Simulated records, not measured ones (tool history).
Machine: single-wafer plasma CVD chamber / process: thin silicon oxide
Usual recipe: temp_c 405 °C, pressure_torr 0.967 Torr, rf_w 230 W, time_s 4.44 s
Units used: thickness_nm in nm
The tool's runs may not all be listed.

run,day,temp_c,pressure_torr,rf_w,time_s,wafers since the last listed run,hours since the last thermocouple change,hours since the last RF generator calibration,hours since the last manometer calibration,hours since the showerhead was replaced,hours since the gauge calibration,"read-back reference wafer on the same gauge, thickness_nm",thickness_nm
1,0,409,0.967,230,4.44,0,127.4,566.2,801.5,6356.1,2384,8.405,8.179
2,7.1,409,0.967,230,4.44,5648,297.8,736.6,971.9,6526.5,2554.4,8.422,8.173
3,11.433,405,0.967,230,4.44,3447,401.8,840.6,1075.9,6630.5,2658.4,8.401,8.182
# day 12.096: showerhead replaced
4,13.804,405,0.967,230,4.44,1621,458.7,897.5,1132.8,41,2715.3,8.398,8.118
5,16.992,405,0.967,205,4.44,2535,535.2,974,1209.3,117.5,2791.8,8.41,7.6
6,18.767,405,0.967,230,4.93,1412,577.8,1016.6,1251.9,160.1,2834.4,8.406,9.104
7,22.046,405,0.967,230,4.44,2608,656.5,1095.3,1330.6,238.8,2913.1,8.402,8.11
8,23.975,405,0.967,245,3.87,1534,702.8,1141.6,1376.9,285.1,2959.4,8.41,7.304
9,25.875,405,0.776,230,4.44,1511,748.4,1187.2,1422.5,330.7,3005,8.405,6.852
10,28.392,405,0.967,230,4.44,2002,808.8,1247.6,1482.9,391.1,3065.4,8.418,8.137
11,32.442,411,0.967,230,4.44,3222,906,1344.8,1580.1,488.3,3162.6,8.411,8.026
# day 35.604: capacitance manometer re-zeroed and calibrated
12,36.738,405,0.967,230,4.44,3152,1009.1,1447.9,27.2,591.4,3265.7,8.416,8.083
# day 38.833: gauge calibrated
13,39.708,399,1.081,230,4.44,2363,1080.4,1519.2,98.5,662.7,21,8.41,8.59
14,41.475,405,0.967,230,4.44,1405,1122.8,1561.6,140.9,705.1,63.4,8.413,8.048
15,43.525,412,1.142,230,3.79,1630,1172,1610.8,190.1,754.3,112.6,8.423,7.598
16,45.9,398,1.063,230,3.96,1889,1229,1667.8,247.1,811.3,169.6,8.406,7.598
# day 48.75: RF generator calibrated
17,49.075,405,0.967,245,4.44,2260,1305.2,7.8,323.3,887.5,245.8,8.41,8.47
18,53.025,405,0.967,230,4.44,3142,1400,102.6,418.1,982.3,340.6,8.416,8.295
19,56.133,395,1.115,230,5.13,2472,1474.6,177.2,492.7,1056.9,415.2,8.401,10.418
20,58.858,410,0.967,230,4.44,2167,1540,242.6,558.1,1122.3,480.6,8.401,8.155
21,62.117,405,0.967,260,4.44,2592,1618.2,320.8,636.3,1200.5,558.8,8.415,8.777
22,64.5,405,0.967,230,4.44,1896,1675.4,378,693.5,1257.7,616,8.407,8.209
23,67.779,395,1.115,230,5.13,2608,1754.1,456.7,772.2,1336.4,694.7,8.411,10.434
24,70.379,410,1.156,260,5.23,2068,1816.5,519.1,834.6,1398.8,757.1,8.4,11.478
25,74.325,405,0.747,230,5.02,3139,1911.2,613.8,929.3,1493.5,851.8,8.422,7.589
26,84.8,405,0.967,245,5.12,8333,2162.6,865.2,1180.7,1744.9,1103.2,8.409,9.686
# day 85.738: thermocouple changed; heater temperature recalibrated
27,88.458,399,0.967,230,5.2,2645,65.3,953,1268.5,1832.7,1191,8.398,9.619
28,91.283,405,0.967,230,4.44,2247,133.1,1020.8,1336.3,1900.5,1258.8,8.409,8.128

Predict each of these 5 candidate next runs independently; none follows another, all start after run 28:
A,91.3,405,0.967,230,4.44,13,133.5,1021.2,1336.7,1900.9,1259.2,?,?
B,91.3,398,1.144,215,4.68,13,133.5,1021.2,1336.7,1900.9,1259.2,?,?
C,91.3,405,0.877,230,4.44,13,133.5,1021.2,1336.7,1900.9,1259.2,?,?
D,91.3,405,1.193,230,3.68,13,133.5,1021.2,1336.7,1900.9,1259.2,?,?
E,91.3,405,0.967,250,4.44,13,133.5,1021.2,1336.7,1900.9,1259.2,?,?

run,"read-back reference wafer on the same gauge, thickness_nm",thickness_nm
A,8.418,8.153
B,8.418,9.212
C,8.418,7.577
D,8.418,7.679
E,8.418,8.527
What these runs would have given with no unlogged condition in the tool:
run,thickness_nm
A,8.24
B,9.317
C,7.658
D,7.761
E,8.615

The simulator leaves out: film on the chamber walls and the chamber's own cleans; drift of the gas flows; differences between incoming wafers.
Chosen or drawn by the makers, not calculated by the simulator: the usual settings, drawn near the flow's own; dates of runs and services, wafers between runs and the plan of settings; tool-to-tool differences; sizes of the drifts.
